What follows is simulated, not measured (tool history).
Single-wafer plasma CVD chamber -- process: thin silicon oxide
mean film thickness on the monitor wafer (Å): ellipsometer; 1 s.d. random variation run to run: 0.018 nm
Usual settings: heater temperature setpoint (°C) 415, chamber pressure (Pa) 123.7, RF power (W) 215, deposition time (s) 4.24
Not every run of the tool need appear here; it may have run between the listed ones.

run	hour	heater temperature setpoint (°C)	chamber pressure (Pa)	RF power (W)	deposition time (s)	read-back reference wafer on the same gauge, thickness_nm	mean film thickness on the monitor wafer (Å)
1	0	415	123.7	215	4.48	6.932	69.44
2	17.7	415	123.7	215	4.48	6.943	69.14
3	47.8	415	132.4	215	4.24	6.944	70.14
4	73.6	415	132.4	215	4.24	6.941	70.09
5	86.3	415	123.7	215	4.89	6.936	75.48
6	121.1	415	123.7	215	4.24	6.943	65.47
7	156.6	415	123.7	215	4.24	6.942	65.58
8	168.9	415	123.7	215	4.24	6.949	65.67
9	200	415	123.7	215	4.24	6.941	65.2
# hour 211.3: capacitance manometer re-zeroed and calibrated
10	223.4	415	123.7	215	4.24	6.929	71.93
11	256.7	415	123.7	215	4.24	6.931	71.5
12	292.1	406	138.5	215	4.24	6.947	78.49
# hour 329.5: thermocouple changed; heater temperature recalibrated
# hour 339.1: showerhead replaced
# hour 351.2: RF generator calibrated
13	355.4	415	123.7	215	4.24	6.941	73.6
14	391.4	415	123.7	250	3.71	6.945	68.27
# hour 399.5: gauge calibrated
15	415.8	421	123.7	185	4.24	6.937	67.61
16	442.5	415	110.4	215	4.24	6.939	64.41
17	461	422	146	205	4.95	6.943	93.9
18	475.5	415	123.7	215	4.24	6.937	72.17
19	510.1	429	93.2	215	4.24	6.934	51.89
20	537	423	123.7	215	3.88	6.932	65.6
21	567.8	415	123.7	215	4.24	6.942	71.72
22	596	425	152.5	215	4.24	6.935	84.27

Results per run with the tool's hidden condition removed, run-to-run variation unchanged:
Hidden state present: wafer temperature above the value expected at the setpoint (K); delivered RF power above the setpoint (%); true pressure above the setpoint (%); gauge reads high (%).
run	mean film thickness on the monitor wafer (Å)
1	78.04
2	77.74
3	78.55
4	78.55
5	85.05
6	73.85
7	74.05
8	74.18
9	73.72
10	73.92
11	73.82
12	81.42
13	74.21
14	69.12
15	68.66
16	65.68
17	95.51
18	73.72
19	53.47
20	67.42
21	73.93
22	86.61
